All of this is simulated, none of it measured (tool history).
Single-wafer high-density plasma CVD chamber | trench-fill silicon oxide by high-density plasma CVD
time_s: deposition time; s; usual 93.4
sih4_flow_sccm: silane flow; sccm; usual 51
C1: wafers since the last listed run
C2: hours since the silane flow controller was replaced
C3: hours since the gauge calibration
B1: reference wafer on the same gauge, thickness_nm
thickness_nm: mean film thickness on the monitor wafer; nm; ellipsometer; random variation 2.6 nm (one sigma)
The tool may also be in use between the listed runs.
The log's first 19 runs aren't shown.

run 20 hour=1414.4 | time_s=88.5 sih4_flow_sccm=58 | C1=1086 C2=364.5 C3=1937.7 | B1=545.563 | thickness_nm=532.815
-- hour=1444.4 gauge calibrated
run 21 hour=1461.3 | time_s=99.3 sih4_flow_sccm=47 | C1=673 C2=411.4 C3=16.9 | B1=543.675 | thickness_nm=499.222
run 22 hour=1529.1 | time_s=79.8 sih4_flow_sccm=44 | C1=973 C2=479.2 C3=84.7 | B1=545.282 | thickness_nm=378.773
run 23 hour=1568.5 | time_s=93.4 sih4_flow_sccm=51 | C1=565 C2=518.6 C3=124.1 | B1=545.776 | thickness_nm=508.013
run 24 hour=1617.5 | time_s=101.7 sih4_flow_sccm=48 | C1=703 C2=567.6 C3=173.1 | B1=545.670 | thickness_nm=524.606
run 25 hour=1670.6 | time_s=84.2 sih4_flow_sccm=41 | C1=762 C2=620.7 C3=226.2 | B1=545.079 | thickness_nm=377.843
run 26 hour=1733.6 | time_s=93.4 sih4_flow_sccm=51 | C1=904 C2=683.7 C3=289.2 | B1=543.480 | thickness_nm=498.601
run 27 hour=1821.6 | time_s=76.0 sih4_flow_sccm=55 | C1=1263 C2=771.7 C3=377.2 | B1=544.094 | thickness_nm=441.698
run 28 hour=1926.6 | time_s=79.4 sih4_flow_sccm=48 | C1=1507 C2=876.7 C3=482.2 | B1=544.966 | thickness_nm=411.728
run 29 hour=1970.2 | time_s=79.9 sih4_flow_sccm=42 | C1=625 C2=920.3 C3=525.8 | B1=544.934 | thickness_nm=366.227
run 30 hour=2010.6 | time_s=101.7 sih4_flow_sccm=48 | C1=579 C2=960.7 C3=566.2 | B1=544.615 | thickness_nm=517.688
run 31 hour=2184.7 | time_s=98.4 sih4_flow_sccm=51 | C1=2498 C2=1134.8 C3=740.3 | B1=544.631 | thickness_nm=533.412

Forecast each of these 3 alternatives for the next run:
run A hour=2185.1 | time_s=112.0 sih4_flow_sccm=51 | C1=5 C2=1135.2 C3=740.7 | B1=? | thickness_nm=?
run B hour=2185.1 | time_s=93.4 sih4_flow_sccm=43 | C1=5 C2=1135.2 C3=740.7 | B1=? | thickness_nm=?
run C hour=2185.1 | time_s=106.1 sih4_flow_sccm=54 | C1=5 C2=1135.2 C3=740.7 | B1=? | thickness_nm=?

run=A B1=545.337 thickness_nm=607.245
run=B B1=545.337 thickness_nm=438.498
run=C B1=545.337 thickness_nm=604.181
Without the tool's hidden state the same runs would have given:
run=A thickness_nm=603.517
run=B thickness_nm=435.806
run=C thickness_nm=600.473
